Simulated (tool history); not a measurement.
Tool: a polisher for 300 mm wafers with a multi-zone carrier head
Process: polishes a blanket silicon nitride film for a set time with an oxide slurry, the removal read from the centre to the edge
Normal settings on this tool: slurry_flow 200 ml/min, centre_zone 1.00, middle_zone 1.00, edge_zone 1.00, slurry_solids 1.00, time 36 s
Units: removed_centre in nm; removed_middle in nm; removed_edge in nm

run    hour  slurry_flow  centre_zone  middle_zone  edge_zone  slurry_solids  time  wafers since the last listed run  wafers polished on this pad  hours since the slurry nozzle was cleaned  hours since the centre zone pressure was calibrated  hours since the edge zone pressure was calibrated  hours since the carrier head's membrane was replaced  incoming thickness of the incoming film, nm  removed_centre  removed_middle  removed_edge
  1     0.0          180         1.00         1.00       1.00           1.00    36                                 0                         1749                                      270.9                                                469.8                                              231.4                                                 374.7                                        335.2            26.7            26.1          27.1
  2    41.5          180         1.00         1.00       1.00           1.00    36                               372                         2122                                      312.4                                                511.3                                              272.9                                                 416.2                                        328.6            26.4            26.0          26.7
  3   109.6          200         1.00         1.00       1.00           1.00    36                               611                         2733                                      380.5                                                579.4                                              341.0                                                 484.3                                        331.5            26.1            26.7          27.1
      188.7  -- worn pad replaced by a new one
      205.6  -- slurry nozzle cleaned
  4   215.7          200         1.00         1.00       1.00           1.00    36                               907                          233                                       10.1                                                685.5                                              447.1                                                 590.4                                        331.6            27.8            27.3          27.9
  5   285.9          200         1.00         1.00       1.00           1.00    36                               630                          863                                       80.3                                                755.7                                              517.3                                                 660.6                                        336.6            28.2            27.5          27.7
  6   324.5          200         1.00         1.00       1.00           1.00    36                               346                         1209                                      118.9                                                794.3                                              555.9                                                 699.2                                        329.7            28.3            27.3          27.9
      477.4  -- carrier head's membrane replaced by a new one
      599.1  -- slurry nozzle cleaned
  7   611.5          200         1.00         1.00       1.00           1.00    36                              2522                         3732                                       12.4                                               1081.3                                              842.9                                                 134.1                                        329.5            28.4            26.7          27.8
  8   654.5          170         1.00         1.00       1.04           1.15    48                               386                         4118                                       55.4                                               1124.3                                              885.9                                                 177.1                                        330.2            39.8            39.1          40.9
      684.3  -- worn pad replaced by a new one
  9   732.5          200         1.00         0.96       1.09           1.00    36                               664                          432                                      133.4                                               1202.3                                              963.9                                                 255.1                                        330.3            27.9            26.4          29.3
      750.5  -- centre zone pressure recalibrated
 10   839.2          200         1.00         1.00       1.04           1.00    36                               939                         1372                                      240.1                                                 88.7                                             1070.6                                                 361.8                                        329.6            26.7            27.4          27.9
 11   907.2          200         1.00         1.00       1.00           1.00    36                               610                         1983                                      308.1                                                156.7                                             1138.6                                                 429.8                                        332.2            26.4            26.4          27.4
 12   969.7          200         0.94         1.00       1.10           1.00    36                               561                         2544                                      370.6                                                219.2                                             1201.1                                                 492.3                                        326.7            24.8            26.5          28.6
     1006.1  -- edge zone pressure recalibrated
 13  1016.3          255         1.00         1.00       1.00           1.00    36                               400                         2944                                      417.2                                                265.8                                               10.2                                                 538.9                                        332.7            27.4            27.2          27.8
 14  1068.5          200         1.00         1.00       1.00           1.00    36                               468                         3413                                      469.4                                                318.0                                               62.4                                                 591.1                                        334.3            26.2            25.1          26.5
     1076.2  -- slurry nozzle cleaned
 15  1110.9          200         1.00         1.00       1.00           1.00    47                               371                         3785                                       34.7                                                360.4                                              104.8                                                 633.5                                        327.9            36.1            35.2          36.4
     1119.1  -- worn pad replaced by a new one
 16  1176.6          200         1.00         1.00       1.00           0.85    26                               553                          515                                      100.4                                                426.1                                              170.5                                                 699.2                                        327.9            17.8            16.6          17.7
 17  1240.2          200         1.00         1.00       1.00           1.00    36                               570                         1086                                      164.0                                                489.7                                              234.1                                                 762.8                                        330.8            27.5            26.0          28.0
 18  1347.4          200         0.93         1.00       1.00           1.00    36                               962                         2049                                      271.2                                                596.9                                              341.3                                                 870.0                                        323.3            25.3            26.2          27.3
 19  1429.4          200         1.00         0.88       1.00           1.00    36                               736                         2785                                      353.2                                                678.9                                              423.3                                                 952.0                                        328.2            26.9            23.9          26.9
 20  1472.3          200         1.00         1.11       1.00           1.00    36                               385                         3170                                      396.1                                                721.8                                              466.2                                                 994.9                                        329.2            26.4            28.0          26.9
     1498.1  -- carrier head's membrane replaced by a new one
 21  1532.4          200         1.00         1.00       1.00           0.70    36                               494                         3665                                      456.2                                                781.9                                              526.3                                                  34.3                                        333.3            17.7            17.9          18.7

Describe how what the log doesn't record of the tool's condition differs between the last listed run preceding each entry between runs and the first listed run following it.
Logged between run 3 and run 4: worn pad replaced by a new one (hour 188.7); slurry nozzle cleaned (hour 205.6)
  slurry flow missing at the pad, %: 25.7 -> 1.57
  the result without the hidden state subtracted from the measured one, removed_centre: -1.7 -> +0.0 nm; removed_middle: -1.5 -> +0.0 nm; removed_edge: -1.2 -> -0.1 nm
Logged between run 6 and run 7: carrier head's membrane replaced by a new one (hour 477.4); slurry nozzle cleaned (hour 599.1)
  slurry flow missing at the pad, %: 3.68 -> 0.169
  the result without the hidden state subtracted from the measured one, removed_centre: -0.1 -> +0.0 nm; removed_middle: -0.1 -> +0.0 nm; removed_edge: -0.1 -> +0.0 nm
Logged between run 8 and run 9: worn pad replaced by a new one (hour 684.3)
  slurry flow missing at the pad, %: 0.607 -> 2.82
  the result without the hidden state subtracted from the measured one, removed_centre: +0.0 -> -0.1 nm; removed_middle: +0.0 -> -0.1 nm; removed_edge: +0.0 -> -0.1 nm
Logged between run 9 and run 10: centre zone pressure recalibrated (hour 750.5)
  slurry flow missing at the pad, %: 2.82 -> 8.8
  the result without the hidden state subtracted from the measured one, removed_centre: -0.1 -> -0.5 nm; removed_middle: -0.1 -> -0.4 nm; removed_edge: -0.1 -> -0.3 nm
Logged between run 12 and run 13: edge zone pressure recalibrated (hour 1006.1)
  slurry flow missing at the pad, %: 20.8 -> 26.3
  the result without the hidden state subtracted from the measured one, removed_centre: -1.2 -> -1.4 nm; removed_middle: -1.1 -> -1.2 nm; removed_edge: -0.9 -> -1.0 nm
Logged between run 14 and run 15: slurry nozzle cleaned (hour 1076.2)
  slurry flow missing at the pad, %: 33.2 -> 5.55
  the result without the hidden state subtracted from the measured one, removed_centre: -2.5 -> -0.4 nm; removed_middle: -2.1 -> -0.3 nm; removed_edge: -1.6 -> -0.3 nm
Logged between run 15 and run 16: worn pad replaced by a new one (hour 1119.1)
  slurry flow missing at the pad, %: 5.55 -> 6.88
  the result without the hidden state subtracted from the measured one, removed_centre: -0.4 -> -0.3 nm; removed_middle: -0.3 -> -0.2 nm; removed_edge: -0.3 -> -0.2 nm
Logged between run 20 and run 21: carrier head's membrane replaced by a new one (hour 1498.1)
  slurry flow missing at the pad, %: 28.9 -> 36.6
  the result without the hidden state subtracted from the measured one, removed_centre: -2.0 -> -1.9 nm; removed_middle: -1.9 -> -1.8 nm; removed_edge: -1.3 -> -1.3 nm

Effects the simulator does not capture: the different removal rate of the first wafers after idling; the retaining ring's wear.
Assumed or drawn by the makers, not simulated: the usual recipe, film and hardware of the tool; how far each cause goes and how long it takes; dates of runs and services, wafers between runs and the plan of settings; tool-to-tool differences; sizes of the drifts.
